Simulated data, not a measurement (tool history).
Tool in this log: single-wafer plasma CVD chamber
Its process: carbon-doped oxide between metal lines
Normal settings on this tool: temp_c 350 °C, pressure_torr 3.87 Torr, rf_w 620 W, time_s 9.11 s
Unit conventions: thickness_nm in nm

| run | hour | temp_c | pressure_torr | rf_w | time_s | wafers since the last listed run | hours since the last thermocouple change | hours since the last RF generator calibration | hours since the last manometer calibration | hours since the showerhead was replaced | hours since the gauge calibration | read-back reference wafer on the same gauge, thickness_nm | thickness_nm |
|---|---|---|---|---|---|---|---|---|---|---|---|---|---|
| 1 | 0 | 350 | 3.87 | 650 | 9.11 | 0 | 846.7 | 209.6 | 852.5 | 4841.3 | 805.2 | 43.686 | 50.916 |
| 2 | 60.4 | 350 | 3.87 | 650 | 9.11 | 1148 | 907.1 | 270 | 912.9 | 4901.7 | 865.6 | 43.72 | 50.856 |
|  | 72.2 | gauge calibrated |
| 3 | 125.5 | 350 | 3.87 | 650 | 9.11 | 1237 | 972.2 | 335.1 | 978 | 4966.8 | 53.3 | 43.702 | 50.813 |
| 4 | 184 | 350 | 3.87 | 620 | 9.11 | 1111 | 1030.7 | 393.6 | 1036.5 | 5025.3 | 111.8 | 43.704 | 49.035 |
| 5 | 241.2 | 350 | 3.87 | 620 | 9.11 | 1087 | 1087.9 | 450.8 | 1093.7 | 5082.5 | 169 | 43.691 | 49.17 |
| 6 | 282.9 | 350 | 3.87 | 620 | 9.11 | 792 | 1129.6 | 492.5 | 1135.4 | 5124.2 | 210.7 | 43.682 | 49.16 |
| 7 | 337.8 | 350 | 3.87 | 620 | 9.11 | 1043 | 1184.5 | 547.4 | 1190.3 | 5179.1 | 265.6 | 43.707 | 48.954 |
| 8 | 394 | 350 | 3.87 | 620 | 7.84 | 1068 | 1240.7 | 603.6 | 1246.5 | 5235.3 | 321.8 | 43.701 | 42.085 |
| 9 | 458.7 | 350 | 3.87 | 620 | 7.84 | 1229 | 1305.4 | 668.3 | 1311.2 | 5300 | 386.5 | 43.708 | 42.067 |
| 10 | 503.4 | 350 | 3.87 | 620 | 8.62 | 849 | 1350.1 | 713 | 1355.9 | 5344.7 | 431.2 | 43.716 | 46.461 |
| 11 | 707.6 | 350 | 3.87 | 620 | 8.62 | 3881 | 1554.3 | 917.2 | 1560.1 | 5548.9 | 635.4 | 43.703 | 46.285 |
| 12 | 738.2 | 360 | 3.87 | 620 | 9.11 | 581 | 1584.9 | 947.8 | 1590.7 | 5579.5 | 666 | 43.684 | 47.65 |
|  | 753.1 | showerhead replaced |
| 13 | 779 | 360 | 3.87 | 620 | 9.11 | 623 | 1625.7 | 988.6 | 1631.5 | 25.9 | 706.8 | 43.684 | 47.624 |
|  | 824.4 | thermocouple changed; heater temperature recalibrated |
| 14 | 842.6 | 355 | 4.53 | 620 | 9.11 | 1056 | 18.2 | 1052.2 | 1695.1 | 89.5 | 770.4 | 43.683 | 48.702 |
|  | 904.8 | gauge calibrated |
|  | 918.2 | capacitance manometer re-zeroed and calibrated |
| 15 | 918.7 | 350 | 3.87 | 620 | 9.11 | 1294 | 94.3 | 1128.3 | 0.5 | 165.6 | 13.9 | 43.705 | 48.368 |
| 16 | 942.3 | 350 | 3.87 | 510 | 9.11 | 448 | 117.9 | 1151.9 | 24.1 | 189.2 | 37.5 | 43.702 | 41.654 |
|  | 990.7 | RF generator calibrated |
| 17 | 1005.5 | 356 | 3.87 | 620 | 9.11 | 1049 | 181.1 | 14.8 | 87.3 | 252.4 | 100.7 | 43.685 | 48.817 |
| 18 | 1069.9 | 350 | 3.87 | 620 | 7.39 | 1224 | 245.5 | 79.2 | 151.7 | 316.8 | 165.1 | 43.702 | 40.247 |
| 19 | 1127.4 | 350 | 3.87 | 620 | 9.11 | 1092 | 303 | 136.7 | 209.2 | 374.3 | 222.6 | 43.694 | 49.491 |
| 20 | 1156.1 | 350 | 3.87 | 620 | 9.11 | 545 | 331.7 | 165.4 | 237.9 | 403 | 251.3 | 43.697 | 49.273 |
| 21 | 1180.9 | 350 | 3.87 | 535 | 8.36 | 471 | 356.5 | 190.2 | 262.7 | 427.8 | 276.1 | 43.7 | 40.585 |
| 22 | 1245.2 | 350 | 3.87 | 620 | 9.11 | 1222 | 420.8 | 254.5 | 327 | 492.1 | 340.4 | 43.707 | 49.435 |
| 23 | 1418.8 | 357 | 3.87 | 715 | 9.11 | 3299 | 594.4 | 428.1 | 500.6 | 665.7 | 514 | 43.683 | 53.514 |
| 24 | 1459.3 | 357 | 4.62 | 650 | 9.11 | 769 | 634.9 | 468.6 | 541.1 | 706.2 | 554.5 | 43.695 | 50.772 |
| 25 | 1501.2 | 339 | 3.37 | 620 | 9.11 | 796 | 676.8 | 510.5 | 583 | 748.1 | 596.4 | 43.715 | 50.128 |
| 26 | 1534.7 | 364 | 4.58 | 620 | 9.11 | 636 | 710.3 | 544 | 616.5 | 781.6 | 629.9 | 43.713 | 48.258 |
| 27 | 1579.9 | 360 | 3.87 | 620 | 9.11 | 859 | 755.5 | 589.2 | 661.7 | 826.8 | 675.1 | 43.685 | 47.863 |

5 ways to go on from here, each from the tool as it stands after run 27. What would each give?
| A | 1580.3 | 350 | 3.87 | 620 | 7.7 | 7 | 755.9 | 589.6 | 662.1 | 827.2 | 675.5 | ? | ? |
| B | 1580.3 | 350 | 4.61 | 620 | 7.66 | 7 | 755.9 | 589.6 | 662.1 | 827.2 | 675.5 | ? | ? |
| C | 1580.3 | 339 | 4.2 | 515 | 9.11 | 7 | 755.9 | 589.6 | 662.1 | 827.2 | 675.5 | ? | ? |
| D | 1580.3 | 350 | 3.87 | 740 | 9.69 | 7 | 755.9 | 589.6 | 662.1 | 827.2 | 675.5 | ? | ? |
| E | 1580.3 | 350 | 3.87 | 675 | 8.48 | 7 | 755.9 | 589.6 | 662.1 | 827.2 | 675.5 | ? | ? |

| run | read-back reference wafer on the same gauge, thickness_nm | thickness_nm |
|---|---|---|
| A | 43.69 | 41.789 |
| B | 43.69 | 42.357 |
| C | 43.69 | 44.535 |
| D | 43.69 | 59.377 |
| E | 43.69 | 48.842 |
With the hidden condition removed and each run's random variation left untouched, the same runs would have given:
| run | thickness_nm |
|---|---|
| A | 42.148 |
| B | 42.721 |
| C | 44.932 |
| D | 59.873 |
| E | 49.25 |
